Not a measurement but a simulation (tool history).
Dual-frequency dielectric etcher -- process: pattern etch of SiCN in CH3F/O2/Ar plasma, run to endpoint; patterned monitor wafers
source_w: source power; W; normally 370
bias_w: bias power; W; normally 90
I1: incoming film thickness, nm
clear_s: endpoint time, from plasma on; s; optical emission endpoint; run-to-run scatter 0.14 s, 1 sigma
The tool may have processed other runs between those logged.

run 1 day=0.000 | source_w=340 bias_w=90 | I1=7.02 | clear_s=17.1
run 2 day=0.733 | source_w=420 bias_w=90 | I1=6.99 | clear_s=16.4
run 3 day=2.025 | source_w=370 bias_w=90 | I1=6.99 | clear_s=16.5
run 4 day=3.462 | source_w=370 bias_w=90 | I1=7.03 | clear_s=16.9
run 5 day=4.625 | source_w=370 bias_w=90 | I1=7.02 | clear_s=17.1
run 6 day=5.246 | source_w=330 bias_w=90 | I1=6.99 | clear_s=17.4
run 7 day=6.533 | source_w=330 bias_w=90 | I1=7.02 | clear_s=17.4
run 8 day=7.671 | source_w=330 bias_w=90 | I1=7.06 | clear_s=17.2
run 9 day=9.883 | source_w=370 bias_w=90 | I1=6.97 | clear_s=16.8
run 10 day=11.267 | source_w=370 bias_w=90 | I1=6.95 | clear_s=16.6
run 11 day=12.071 | source_w=370 bias_w=90 | I1=7.00 | clear_s=16.7
run 12 day=13.092 | source_w=370 bias_w=105 | I1=6.96 | clear_s=16.0
run 13 day=13.629 | source_w=400 bias_w=110 | I1=7.09 | clear_s=15.9
run 14 day=14.992 | source_w=370 bias_w=90 | I1=7.01 | clear_s=17.0
run 15 day=16.367 | source_w=370 bias_w=90 | I1=6.90 | clear_s=16.5
run 16 day=17.512 | source_w=370 bias_w=90 | I1=7.03 | clear_s=17.0
run 17 day=19.075 | source_w=320 bias_w=90 | I1=7.03 | clear_s=17.3
run 18 day=20.458 | source_w=390 bias_w=81 | I1=7.02 | clear_s=17.4
run 19 day=21.667 | source_w=330 bias_w=82 | I1=6.95 | clear_s=17.6
run 20 day=22.358 | source_w=370 bias_w=90 | I1=6.98 | clear_s=16.7
run 21 day=23.667 | source_w=330 bias_w=102 | I1=7.02 | clear_s=16.4
run 22 day=24.812 | source_w=370 bias_w=68 | I1=6.97 | clear_s=18.1
run 23 day=25.946 | source_w=370 bias_w=90 | I1=7.02 | clear_s=16.9
run 24 day=26.817 | source_w=370 bias_w=75 | I1=7.06 | clear_s=17.9
run 25 day=28.046 | source_w=330 bias_w=72 | I1=7.06 | clear_s=18.1
run 26 day=29.442 | source_w=340 bias_w=72 | I1=7.05 | clear_s=18.2
run 27 day=30.554 | source_w=290 bias_w=99 | I1=7.03 | clear_s=17.5
run 28 day=32.383 | source_w=420 bias_w=109 | I1=7.03 | clear_s=15.7
run 29 day=32.567 | source_w=300 bias_w=90 | I1=6.98 | clear_s=17.6
run 30 day=34.062 | source_w=290 bias_w=78 | I1=7.00 | clear_s=18.2
run 31 day=34.954 | source_w=370 bias_w=90 | I1=7.09 | clear_s=17.1
run 32 day=36.179 | source_w=420 bias_w=100 | I1=7.02 | clear_s=15.9
run 33 day=37.679 | source_w=300 bias_w=96 | I1=6.98 | clear_s=17.2
run 34 day=38.392 | source_w=410 bias_w=76 | I1=6.98 | clear_s=17.1
run 35 day=39.742 | source_w=370 bias_w=68 | I1=7.02 | clear_s=18.1

Not shown: 5 entries that the log had between the listed runs. Between which runs, and how does the tool's hidden state differ before and after?
After run 8, before run 9: upper electrode replaced (day 9.342); source power generator calibrated (day 9.662)
  nothing in the hidden state changes from one run to the other
After run 14, before run 15: wet clean of the chamber (day 16.062)
  nothing in the hidden state changes from one run to the other
After run 20, before run 21: bias power generator calibrated (day 22.708)
  nothing in the hidden state changes from one run to the other
After run 27, before run 28: wet clean of the chamber (day 32.362)
  nothing in the hidden state changes from one run to the other
